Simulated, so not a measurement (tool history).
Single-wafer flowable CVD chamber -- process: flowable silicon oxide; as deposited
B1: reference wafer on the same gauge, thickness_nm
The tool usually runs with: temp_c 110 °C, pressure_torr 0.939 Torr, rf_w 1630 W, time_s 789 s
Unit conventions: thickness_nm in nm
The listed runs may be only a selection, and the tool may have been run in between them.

run 1 hour=0.0 | temp_c=110 pressure_torr=0.939 rf_w=1565 time_s=789 | B1=455.892 | thickness_nm=409.298
run 2 hour=97.2 | temp_c=110 pressure_torr=1.045 rf_w=1630 time_s=789 | B1=454.860 | thickness_nm=462.568
run 3 hour=142.3 | temp_c=110 pressure_torr=0.939 rf_w=1630 time_s=789 | B1=454.920 | thickness_nm=414.655
run 4 hour=212.5 | temp_c=110 pressure_torr=0.939 rf_w=1630 time_s=789 | B1=454.564 | thickness_nm=415.080
run 5 hour=258.7 | temp_c=110 pressure_torr=0.939 rf_w=1630 time_s=789 | B1=453.521 | thickness_nm=413.636
run 6 hour=349.1 | temp_c=110 pressure_torr=0.939 rf_w=1630 time_s=789 | B1=453.757 | thickness_nm=412.056
run 7 hour=420.1 | temp_c=110 pressure_torr=0.939 rf_w=1630 time_s=789 | B1=452.939 | thickness_nm=415.362
run 8 hour=475.5 | temp_c=110 pressure_torr=0.939 rf_w=1630 time_s=789 | B1=452.853 | thickness_nm=413.226
-- hour=510.9 RF generator calibrated
run 9 hour=512.8 | temp_c=110 pressure_torr=0.939 rf_w=1630 time_s=789 | B1=452.967 | thickness_nm=412.542
run 10 hour=602.9 | temp_c=103 pressure_torr=0.939 rf_w=1630 time_s=689 | B1=452.108 | thickness_nm=468.486
run 11 hour=701.2 | temp_c=110 pressure_torr=0.939 rf_w=1330 time_s=678 | B1=451.807 | thickness_nm=307.876
run 12 hour=914.6 | temp_c=110 pressure_torr=0.939 rf_w=1370 time_s=890 | B1=450.399 | thickness_nm=413.259
run 13 hour=982.0 | temp_c=110 pressure_torr=0.939 rf_w=1415 time_s=895 | B1=450.174 | thickness_nm=427.642
run 14 hour=1052.3 | temp_c=110 pressure_torr=0.745 rf_w=1630 time_s=902 | B1=448.881 | thickness_nm=370.199
-- hour=1112.5 thermocouple changed; heater temperature recalibrated
run 15 hour=1142.7 | temp_c=110 pressure_torr=0.939 rf_w=1630 time_s=789 | B1=449.083 | thickness_nm=409.554
-- hour=1160.5 gauge calibrated
-- hour=1166.0 capacitance manometer re-zeroed and calibrated
run 16 hour=1198.0 | temp_c=110 pressure_torr=0.939 rf_w=1630 time_s=789 | B1=462.609 | thickness_nm=422.121
-- hour=1243.6 showerhead replaced
run 17 hour=1289.2 | temp_c=110 pressure_torr=0.939 rf_w=1630 time_s=789 | B1=462.213 | thickness_nm=422.059
run 18 hour=1382.8 | temp_c=114 pressure_torr=1.164 rf_w=1630 time_s=789 | B1=461.949 | thickness_nm=452.382
run 19 hour=1457.3 | temp_c=110 pressure_torr=0.729 rf_w=1925 time_s=789 | B1=460.987 | thickness_nm=345.208
run 20 hour=1563.1 | temp_c=110 pressure_torr=0.729 rf_w=1925 time_s=789 | B1=459.842 | thickness_nm=345.711
run 21 hour=1654.4 | temp_c=110 pressure_torr=0.939 rf_w=1740 time_s=789 | B1=460.247 | thickness_nm=429.776
run 22 hour=1755.2 | temp_c=110 pressure_torr=0.939 rf_w=1630 time_s=789 | B1=459.096 | thickness_nm=419.409
run 23 hour=1801.5 | temp_c=116 pressure_torr=1.003 rf_w=1325 time_s=845 | B1=459.184 | thickness_nm=337.211
run 24 hour=1873.4 | temp_c=118 pressure_torr=0.939 rf_w=1630 time_s=659 | B1=458.218 | thickness_nm=263.536
run 25 hour=1977.3 | temp_c=110 pressure_torr=0.832 rf_w=1630 time_s=942 | B1=458.292 | thickness_nm=442.524

The next listed run, before its measurement:
-- hour=2074.9 RF generator calibrated
run 26 hour=2075.4 | temp_c=110 pressure_torr=0.939 rf_w=1630 time_s=789 | B1=? | thickness_nm=?

B1: 457.713
thickness_nm: 415.575 nm
Take away the tool's hidden state, keep the run-to-run variation as it was, and the same run would have given thickness_nm 420.534 nm.
